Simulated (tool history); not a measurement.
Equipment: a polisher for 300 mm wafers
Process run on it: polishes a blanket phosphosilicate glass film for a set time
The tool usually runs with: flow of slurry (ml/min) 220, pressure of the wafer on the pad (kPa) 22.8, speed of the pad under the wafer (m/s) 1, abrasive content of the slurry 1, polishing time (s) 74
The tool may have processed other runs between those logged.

run	hour	flow of slurry (ml/min)	pressure of the wafer on the pad (kPa)	speed of the pad under the wafer (m/s)	abrasive content of the slurry	polishing time (s)	incoming thickness of the incoming film, nm	film removed (Å)
1	0	220	22.8	1	1	74	3784	5495
# hour 11: conditioning disc replaced and pad reconditioned, repeated, since the last time left the tool worse
2	16.6	220	22.8	1	1	74	3862.6	6493
3	33.4	295	22.8	1	0.8	74	3828.7	5746
# hour 39.1: worn pad replaced by a new one
4	46	220	22.8	0.9	1	74	3879.4	6012
5	52.4	220	22.8	1	1.2	74	3811.5	7326
# hour 71.1: head pressure recalibrated
6	71.6	220	22.8	1	1	74	3822.6	6451
7	78.1	220	22.8	1	1.25	74	3894.4	7570
8	86.3	245	17.2	0.9	0.8	74	3812.3	4015
9	99.3	220	22.8	1	1	74	3778.3	6709
10	113	220	22.8	1	1	74	3819.4	6602
11	125	220	22.8	1	1	74	3738.3	6577
12	133.6	220	22.8	1	1	74	3778.4	6500
# hour 143.4: worn pad replaced by a new one
13	145.2	220	22.8	1	1.2	74	3850.6	7141
# hour 149.8: slurry blender recalibrated
14	157.1	260	22.8	1	1	61	3814.1	5473
15	167.2	270	22.8	1.14	1	50	3809	4996
16	175.9	220	20	1	0.9	74	3788.6	5384
17	192.3	160	15.2	1	1	49	3831.4	2789
18	200.9	220	15.9	1	1	65	3872.5	4052
19	215.4	220	22.8	0.72	1.2	65	3822.6	4843
20	229.7	220	22.8	1	1	87	3823.3	7655
21	238.7	220	22.8	1	0.85	74	3773.9	5718
22	250.8	180	22.8	1	1	74	3854.9	6318
23	264.6	220	22.8	1	1	74	3792.3	6347
# hour 268.6: worn pad replaced by a new one
24	276.8	295	22.8	1	0.8	74	3812.5	5528
25	288.3	220	22.8	1.26	1	82	3821.1	8454
# hour 302.7: slurry blender recalibrated
26	304.3	220	22.8	1	1	74	3824.4	6257

Forecast each of these 4 alternatives for the next run:
A	304.7	220	17.2	1	1	74	3868.9	?
B	304.7	220	31	1	1	74	3868.9	?
C	304.7	150	22.8	1.12	1	74	3868.9	?
D	304.7	195	26.9	1	1	74	3868.9	?

run	film removed (Å)
A	4781
B	8349
C	6515
D	7213
Stripped of hidden state, with their random variation kept, the same runs would have yielded:
run	film removed (Å)
A	5002
B	9003
C	6943
D	7710
